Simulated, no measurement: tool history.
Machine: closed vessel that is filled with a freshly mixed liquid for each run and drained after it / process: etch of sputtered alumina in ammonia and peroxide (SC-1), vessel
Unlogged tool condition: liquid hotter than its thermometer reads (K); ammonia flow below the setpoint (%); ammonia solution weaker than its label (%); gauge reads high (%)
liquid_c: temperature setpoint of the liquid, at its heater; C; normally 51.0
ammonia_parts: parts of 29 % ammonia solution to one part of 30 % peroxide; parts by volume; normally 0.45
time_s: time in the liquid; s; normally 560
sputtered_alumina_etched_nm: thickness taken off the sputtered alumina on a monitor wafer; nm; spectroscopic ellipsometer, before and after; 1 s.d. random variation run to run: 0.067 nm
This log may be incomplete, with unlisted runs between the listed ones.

run   hour  liquid_c  ammonia_parts  time_s  wafers since the last listed run  hours since the thermometer was replaced  hours since the ammonia flow meter was replaced  hours since the drum of ammonia solution was connected  hours since the gauge calibration  read-back film thickness of the sputtered alumina reference wafer, read on the same gauge (nm)  sputtered_alumina_etched_nm
  1    0.0      51.0           0.45     560                                 0                                    1521.8                                           1626.0                                                   460.6                              376.0                                                                                          147.01                        21.21
  2   31.6      51.0           0.45     560                              1775                                    1553.4                                           1657.6                                                   492.2                              407.6                                                                                          146.87                        21.10
      40.7  -- new drum of ammonia solution connected
  3   49.9      51.0           0.45     560                               972                                    1571.7                                           1675.9                                                     9.2                              425.9                                                                                          146.85                        21.13
  4   83.6      51.0           0.45     560                              1893                                    1605.4                                           1709.6                                                    42.9                              459.6                                                                                          146.73                        21.01
  5  115.4      51.0           0.30     560                              1786                                    1637.2                                           1741.4                                                    74.7                              491.4                                                                                          146.65                        20.18
  6  140.5      51.0           0.30     560                              1410                                    1662.3                                           1766.5                                                    99.8                              516.5                                                                                          146.61                        20.34
  7  175.9      51.0           0.45     560                              1989                                    1697.7                                           1801.9                                                   135.2                              551.9                                                                                          146.56                        20.98
  8  210.6      51.0           0.45     560                              1949                                    1732.4                                           1836.6                                                   169.9                              586.6                                                                                          146.48                        20.99
  9  227.5      51.0           0.45     560                               949                                    1749.3                                           1853.5                                                   186.8                              603.5                                                                                          146.48                        21.13
 10  242.9      51.0           0.45     380                               865                                    1764.7                                           1868.9                                                   202.2                              618.9                                                                                          146.45                        14.25
     248.9  -- thermometer replaced
     256.2  -- gauge calibrated
 11  257.7      51.0           0.45     560                               775                                       8.8                                           1883.7                                                   217.0                                1.5                                                                                          150.07                        21.60
 12  289.2      51.0           0.45     560                              1769                                      40.3                                           1915.2                                                   248.5                               33.0                                                                                          149.54                        21.38
 13  312.3      55.5           0.50     245                              1297                                      63.4                                           1938.3                                                   271.6                               56.1                                                                                          149.16                        12.06
 14  339.5      51.0           0.60     560                              1528                                      90.6                                           1965.5                                                   298.8                               83.3                                                                                          148.80                        22.01
 15  351.9      51.0           0.45     320                               696                                     103.0                                           1977.9                                                   311.2                               95.7                                                                                          148.60                        12.21
 16  365.6      51.0           0.45     560                               769                                     116.7                                           1991.6                                                   324.9                              109.4                                                                                          148.47                        21.38
 17  395.7      51.0           0.25     230                              1691                                     146.8                                           2021.7                                                   355.0                              139.5                                                                                          148.12                         8.26
 18  411.0      51.0           0.45     560                               859                                     162.1                                           2037.0                                                   370.3                              154.8                                                                                          147.98                        21.36
 19  444.8      51.0           0.45     560                              1899                                     195.9                                           2070.8                                                   404.1                              188.6                                                                                          147.67                        21.25
     470.9  -- new drum of ammonia solution connected
 20  471.8      51.0           0.45     870                              1460                                     222.9                                           2097.8                                                     0.9                              215.6                                                                                          147.45                        32.69
     475.5  -- ammonia flow meter replaced
 21  509.5      56.5           0.50     560                              2062                                     260.6                                             34.0                                                    38.6                              253.3                                                                                          147.16                        28.80
 22  531.7      51.0           0.45     850                              1247                                     282.8                                             56.2                                                    60.8                              275.5                                                                                          147.05                        32.08
 23  559.6      55.5           0.30     675                              1567                                     310.7                                             84.1                                                    88.7                              303.4                                                                                          146.92                        31.26
 24  587.5      51.0           0.45     560                              1567                                     338.6                                            112.0                                                   116.6                              331.3                                                                                          146.79                        20.96
 25  605.7      51.0           0.45     560                              1022                                     356.8                                            130.2                                                   134.8                              349.5                                                                                          146.71                        21.11
 26  639.0      47.0           0.40     560                              1871                                     390.1                                            163.5                                                   168.1                              382.8                                                                                          146.56                        16.83
 27  670.2      51.0           0.45     560                              1753                                     421.3                                            194.7                                                   199.3                              414.0                                                                                          146.45                        21.19
 28  694.8      51.0           0.45     330                              1382                                     445.9                                            219.3                                                   223.9                              438.6                                                                                          146.37                        12.42

Had the tool no unlogged condition, and each run kept its random variation, what would the results have been?
run  sputtered_alumina_etched_nm
  1                        21.64
  2                        21.55
  3                        21.59
  4                        21.48
  5                        20.64
  6                        20.81
  7                        21.48
  8                        21.49
  9                        21.64
 10                        14.60
 11                        21.59
 12                        21.45
 13                        12.13
 14                        22.19
 15                        12.32
 16                        21.61
 17                         8.36
 18                        21.65
 19                        21.58
 20                        33.26
 21                        29.34
 22                        32.72
 23                        31.92
 24                        21.42
 25                        21.59
 26                        17.22
 27                        21.70
 28                        12.73
